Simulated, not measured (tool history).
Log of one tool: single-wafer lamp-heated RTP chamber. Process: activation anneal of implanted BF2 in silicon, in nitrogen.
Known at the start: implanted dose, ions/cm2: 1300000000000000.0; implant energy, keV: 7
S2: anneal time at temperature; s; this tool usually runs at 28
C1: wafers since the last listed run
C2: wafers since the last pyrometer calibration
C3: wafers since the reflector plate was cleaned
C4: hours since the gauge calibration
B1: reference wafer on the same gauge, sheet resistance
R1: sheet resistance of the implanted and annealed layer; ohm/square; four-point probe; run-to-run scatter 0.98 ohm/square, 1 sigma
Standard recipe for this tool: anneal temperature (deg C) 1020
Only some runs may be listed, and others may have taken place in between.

{"run": 1, "hour": 0.0, "anneal temperature (deg C)": 1020, "S2": 28, "C1": 0, "C2": 2383, "C3": 4390, "C4": 99.9, "B1": 161.86, "R1": 196.94}
{"run": 2, "hour": 65.2, "anneal temperature (deg C)": 1037, "S2": 28, "C1": 757, "C2": 3140, "C3": 5147, "C4": 165.1, "B1": 162.02, "R1": 175.48}
{"run": 3, "hour": 101.7, "anneal temperature (deg C)": 1037, "S2": 28, "C1": 424, "C2": 3565, "C3": 5572, "C4": 201.6, "B1": 162.09, "R1": 175.37}
{"hour": 129.1, "done": "reflector plate cleaned"}
{"hour": 245.4, "done": "pyrometer window cleaned and pyrometer calibrated"}
{"run": 4, "hour": 245.9, "anneal temperature (deg C)": 1037, "S2": 28, "C1": 1489, "C2": 5, "C3": 1264, "C4": 345.8, "B1": 161.87, "R1": 176.33}
{"run": 5, "hour": 289.6, "anneal temperature (deg C)": 1020, "S2": 28, "C1": 507, "C2": 513, "C3": 1772, "C4": 389.5, "B1": 161.84, "R1": 194.86}
{"run": 6, "hour": 360.4, "anneal temperature (deg C)": 1020, "S2": 33, "C1": 822, "C2": 1336, "C3": 2595, "C4": 460.3, "B1": 161.82, "R1": 185.7}
{"run": 7, "hour": 430.2, "anneal temperature (deg C)": 1020, "S2": 33, "C1": 811, "C2": 2147, "C3": 3406, "C4": 530.1, "B1": 161.86, "R1": 185.91}
{"hour": 584.2, "done": "reflector plate cleaned"}
{"run": 8, "hour": 633.8, "anneal temperature (deg C)": 1032, "S2": 32, "C1": 2273, "C2": 4420, "C3": 576, "C4": 733.7, "B1": 161.88, "R1": 175.7}
{"hour": 664.9, "done": "pyrometer window cleaned and pyrometer calibrated"}
{"run": 9, "hour": 665.6, "anneal temperature (deg C)": 1032, "S2": 32, "C1": 276, "C2": 8, "C3": 853, "C4": 765.5, "B1": 162.1, "R1": 174.63}
{"run": 10, "hour": 706.0, "anneal temperature (deg C)": 1032, "S2": 32, "C1": 469, "C2": 477, "C3": 1322, "C4": 805.9, "B1": 161.8, "R1": 174.64}
{"run": 11, "hour": 762.2, "anneal temperature (deg C)": 1020, "S2": 41, "C1": 653, "C2": 1131, "C3": 1975, "C4": 862.1, "B1": 162.17, "R1": 176.78}
{"run": 12, "hour": 831.6, "anneal temperature (deg C)": 1020, "S2": 41, "C1": 806, "C2": 1937, "C3": 2782, "C4": 931.5, "B1": 161.96, "R1": 176.96}
{"run": 13, "hour": 1035.3, "anneal temperature (deg C)": 1020, "S2": 28, "C1": 2367, "C2": 4304, "C3": 5149, "C4": 1135.2, "B1": 161.94, "R1": 194.5}
{"hour": 1112.9, "done": "reflector plate cleaned"}
{"run": 14, "hour": 1113.4, "anneal temperature (deg C)": 1020, "S2": 28, "C1": 814, "C2": 5119, "C3": 6, "C4": 1213.3, "B1": 161.95, "R1": 192.56}
{"hour": 1156.7, "done": "pyrometer window cleaned and pyrometer calibrated"}
{"run": 15, "hour": 1175.7, "anneal temperature (deg C)": 1020, "S2": 28, "C1": 631, "C2": 221, "C3": 637, "C4": 1275.6, "B1": 162.09, "R1": 192.83}
{"run": 16, "hour": 1243.3, "anneal temperature (deg C)": 1020, "S2": 28, "C1": 785, "C2": 1006, "C3": 1422, "C4": 1343.2, "B1": 162.14, "R1": 194.15}
{"run": 17, "hour": 1308.3, "anneal temperature (deg C)": 1020, "S2": 28, "C1": 755, "C2": 1762, "C3": 2178, "C4": 1408.2, "B1": 162.08, "R1": 194.78}
{"run": 18, "hour": 1342.6, "anneal temperature (deg C)": 1049, "S2": 18, "C1": 398, "C2": 2160, "C3": 2576, "C4": 1442.5, "B1": 161.93, "R1": 178.09}
{"hour": 1475.1, "done": "gauge calibrated"}
{"run": 19, "hour": 1512.5, "anneal temperature (deg C)": 993, "S2": 28, "C1": 1974, "C2": 4135, "C3": 4551, "C4": 37.4, "B1": 161.95, "R1": 266.56}
{"run": 20, "hour": 1552.7, "anneal temperature (deg C)": 1048, "S2": 28, "C1": 467, "C2": 4602, "C3": 5018, "C4": 77.6, "B1": 162.25, "R1": 166.4}
{"run": 21, "hour": 1619.1, "anneal temperature (deg C)": 1001, "S2": 20, "C1": 771, "C2": 5374, "C3": 5790, "C4": 144.0, "B1": 162.05, "R1": 266.6}
{"hour": 1629.6, "done": "reflector plate cleaned"}
{"run": 22, "hour": 1688.2, "anneal temperature (deg C)": 1020, "S2": 33, "C1": 710, "C2": 6084, "C3": 680, "C4": 213.1, "B1": 161.79, "R1": 185.95}
{"hour": 1698.2, "done": "pyrometer window cleaned and pyrometer calibrated"}
{"run": 23, "hour": 1749.6, "anneal temperature (deg C)": 1031, "S2": 35, "C1": 620, "C2": 597, "C3": 1301, "C4": 274.5, "B1": 161.98, "R1": 171.01}
{"run": 24, "hour": 1779.9, "anneal temperature (deg C)": 1020, "S2": 42, "C1": 352, "C2": 949, "C3": 1653, "C4": 304.8, "B1": 162.07, "R1": 176.83}
{"run": 25, "hour": 1821.3, "anneal temperature (deg C)": 1001, "S2": 28, "C1": 481, "C2": 1430, "C3": 2134, "C4": 346.2, "B1": 162.06, "R1": 241.28}
{"run": 26, "hour": 1867.2, "anneal temperature (deg C)": 994, "S2": 16, "C1": 533, "C2": 1964, "C3": 2668, "C4": 392.1, "B1": 162.06, "R1": 312.49}
{"run": 27, "hour": 1897.7, "anneal temperature (deg C)": 1045, "S2": 28, "C1": 354, "C2": 2318, "C3": 3022, "C4": 422.6, "B1": 161.99, "R1": 168.28}
{"run": 28, "hour": 1926.2, "anneal temperature (deg C)": 1038, "S2": 41, "C1": 331, "C2": 2649, "C3": 3354, "C4": 451.1, "B1": 162.13, "R1": 163.02}
{"run": 29, "hour": 1978.3, "anneal temperature (deg C)": 1020, "S2": 28, "C1": 605, "C2": 3255, "C3": 3959, "C4": 503.2, "B1": 162.0, "R1": 193.98}
{"run": 30, "hour": 2008.2, "anneal temperature (deg C)": 1020, "S2": 28, "C1": 347, "C2": 3602, "C3": 4307, "C4": 533.1, "B1": 161.95, "R1": 196.55}
{"run": 31, "hour": 2050.6, "anneal temperature (deg C)": 996, "S2": 28, "C1": 492, "C2": 4095, "C3": 4799, "C4": 575.5, "B1": 161.98, "R1": 258.96}
{"run": 32, "hour": 2082.4, "anneal temperature (deg C)": 1039, "S2": 44, "C1": 369, "C2": 4465, "C3": 5169, "C4": 607.3, "B1": 161.95, "R1": 159.26}
{"run": 33, "hour": 2122.4, "anneal temperature (deg C)": 1020, "S2": 34, "C1": 464, "C2": 4930, "C3": 5634, "C4": 647.3, "B1": 162.1, "R1": 186.46}
{"hour": 2150.4, "done": "pyrometer window cleaned and pyrometer calibrated"}
{"hour": 2157.9, "done": "reflector plate cleaned"}
{"run": 34, "hour": 2166.5, "anneal temperature (deg C)": 1020, "S2": 28, "C1": 332, "C2": 100, "C3": 100, "C4": 691.4, "B1": 162.19, "R1": 194.22}
{"run": 35, "hour": 2200.2, "anneal temperature (deg C)": 1020, "S2": 44, "C1": 391, "C2": 491, "C3": 491, "C4": 725.1, "B1": 161.81, "R1": 173.49}
{"run": 36, "hour": 2251.7, "anneal temperature (deg C)": 1043, "S2": 35, "C1": 598, "C2": 1090, "C3": 1090, "C4": 776.6, "B1": 162.11, "R1": 164.83}

Across each entry between runs, compare the hidden state at the last listed run before it with the hidden state at the first listed run after it:
Between runs 3 and 4: reflector plate cleaned (hour 129.1); pyrometer window cleaned and pyrometer calibrated (hour 245.4)
  no difference in the tool's unlogged condition between these two runs
Between runs 7 and 8: reflector plate cleaned (hour 584.2)
  no difference in the tool's unlogged condition between these two runs
Between runs 8 and 9: pyrometer window cleaned and pyrometer calibrated (hour 664.9)
  no difference in the tool's unlogged condition between these two runs
Between runs 13 and 14: reflector plate cleaned (hour 1112.9)
  no difference in the tool's unlogged condition between these two runs
Between runs 14 and 15: pyrometer window cleaned and pyrometer calibrated (hour 1156.7)
  no difference in the tool's unlogged condition between these two runs
Between runs 18 and 19: gauge calibrated (hour 1475.1)
  no difference in the tool's unlogged condition between these two runs
Between runs 21 and 22: reflector plate cleaned (hour 1629.6)
  no difference in the tool's unlogged condition between these two runs
Between runs 22 and 23: pyrometer window cleaned and pyrometer calibrated (hour 1698.2)
  no difference in the tool's unlogged condition between these two runs
Between runs 33 and 34: pyrometer window cleaned and pyrometer calibrated (hour 2150.4); reflector plate cleaned (hour 2157.9)
  no difference in the tool's unlogged condition between these two runs
